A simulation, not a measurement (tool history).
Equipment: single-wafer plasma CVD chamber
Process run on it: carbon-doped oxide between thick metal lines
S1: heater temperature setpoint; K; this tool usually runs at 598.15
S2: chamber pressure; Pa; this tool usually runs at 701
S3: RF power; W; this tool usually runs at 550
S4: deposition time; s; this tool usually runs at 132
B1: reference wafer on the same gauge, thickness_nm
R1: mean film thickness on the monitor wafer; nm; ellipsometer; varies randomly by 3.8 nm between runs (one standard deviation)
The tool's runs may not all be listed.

Run 1, hour 0: usual settings; B1 899.599. Result: R1 754.255 nm.
Run 2, hour 79.1: usual settings; B1 901.045. Result: R1 762.282 nm.
At hour 166.3: RF generator calibrated.
Run 3, hour 166.8: usual settings; B1 899.406. Result: R1 757.959 nm.
Run 4, hour 203.4: usual settings; B1 901.679. Result: R1 760.294 nm.
Run 5, hour 252.8: usual settings; B1 899.439. Result: R1 755.354 nm.
Run 6, hour 308.5: usual settings; B1 899.658. Result: R1 753.566 nm.
Run 7, hour 351.7: usual settings; B1 900.351. Result: R1 760.054 nm.
Run 8, hour 394.7: usual settings; B1 899.467. Result: R1 765.027 nm.
Run 9, hour 451.3: usual settings; B1 901.781. Result: R1 758.474 nm.
Run 10, hour 541.6: usual settings but S3 580 W; B1 899.956. Result: R1 777.13 nm.
At hour 570.1: showerhead replaced.
Run 11, hour 644.7: usual settings but S1 593.15 K, S3 630 W; B1 900.032. Result: R1 824.226 nm.
Run 12, hour 691.2: usual settings but S1 606.15 K, S3 655 W; B1 898.189. Result: R1 810.203 nm.
Run 13, hour 736.7: usual settings but S2 784 Pa; B1 899.159. Result: R1 767.483 nm.
Run 14, hour 797.7: usual settings but S1 589.15 K, S3 580 W, S4 106 s; B1 899.386. Result: R1 642.206 nm.
Run 15, hour 894.6: usual settings but S2 627 Pa, S3 450 W, S4 146 s; B1 899.768. Result: R1 750.568 nm.
At hour 935.1: capacitance manometer re-zeroed and calibrated.
Run 16, hour 991.4: usual settings but S1 589.15 K, S2 841 Pa, S3 490 W, S4 155 s; B1 900.01. Result: R1 874.217 nm.
Run 17, hour 1098.6: usual settings but S1 606.15 K, S3 450 W; B1 900.724. Result: R1 664.101 nm.
Run 18, hour 1187.8: usual settings but S1 594.15 K, S2 865 Pa, S4 106 s; B1 901.571. Result: R1 625.848 nm.
Run 19, hour 1225.7: usual settings; B1 900.177. Result: R1 754.665 nm.
Run 20, hour 1290.9: usual settings but S3 630 W; B1 900.455. Result: R1 811.956 nm.
At hour 1291.6: gauge calibrated.
At hour 1316.9: thermocouple changed; heater temperature recalibrated.
At hour 1327.1: RF generator calibrated.
Run 21, hour 1359.8: usual settings; B1 899.631. Result: R1 755.65 nm.
Run 22, hour 1436.2: usual settings; B1 898.898. Result: R1 751.552 nm.
Run 23, hour 1537.6: usual settings but S1 592.15 K; B1 899.793. Result: R1 771.844 nm.
Run 24, hour 1610.6: usual settings; B1 900.466. Result: R1 755.86 nm.
Run 25, hour 1651.2: usual settings but S4 157 s; B1 902.064. Result: R1 900.791 nm.
Run 26, hour 1748: usual settings but S3 440 W; B1 898.97. Result: R1 672.592 nm.
Run 27, hour 1850.2: usual settings but S2 773 Pa; B1 899.355. Result: R1 763.513 nm.
Run 28, hour 1915.9: usual settings but S4 108 s; B1 901.333. Result: R1 622.231 nm.

Alternative continuations, all from the tool just after run 28; predict every row:
Run A, hour 1916.3: usual settings but S2 761 Pa; B1 ?. Result: R1 ?.
Run B, hour 1916.3: usual settings but S1 604.15 K, S2 776 Pa; B1 ?. Result: R1 ?.
Run C, hour 1916.3: usual settings but S4 139 s; B1 ?. Result: R1 ?.
Run D, hour 1916.3: usual settings but S1 588.15 K, S3 455 W; B1 ?. Result: R1 ?.

run       B1       R1
  A  899.317  762.929
  B  899.317  750.828
  C  899.317  796.253
  D  899.317   706.74
The same runs, with their run-to-run variation unchanged, on a tool lacking any hidden condition would have given:
run       R1
  A  762.929
  B  750.828
  C  796.253
  D   706.74
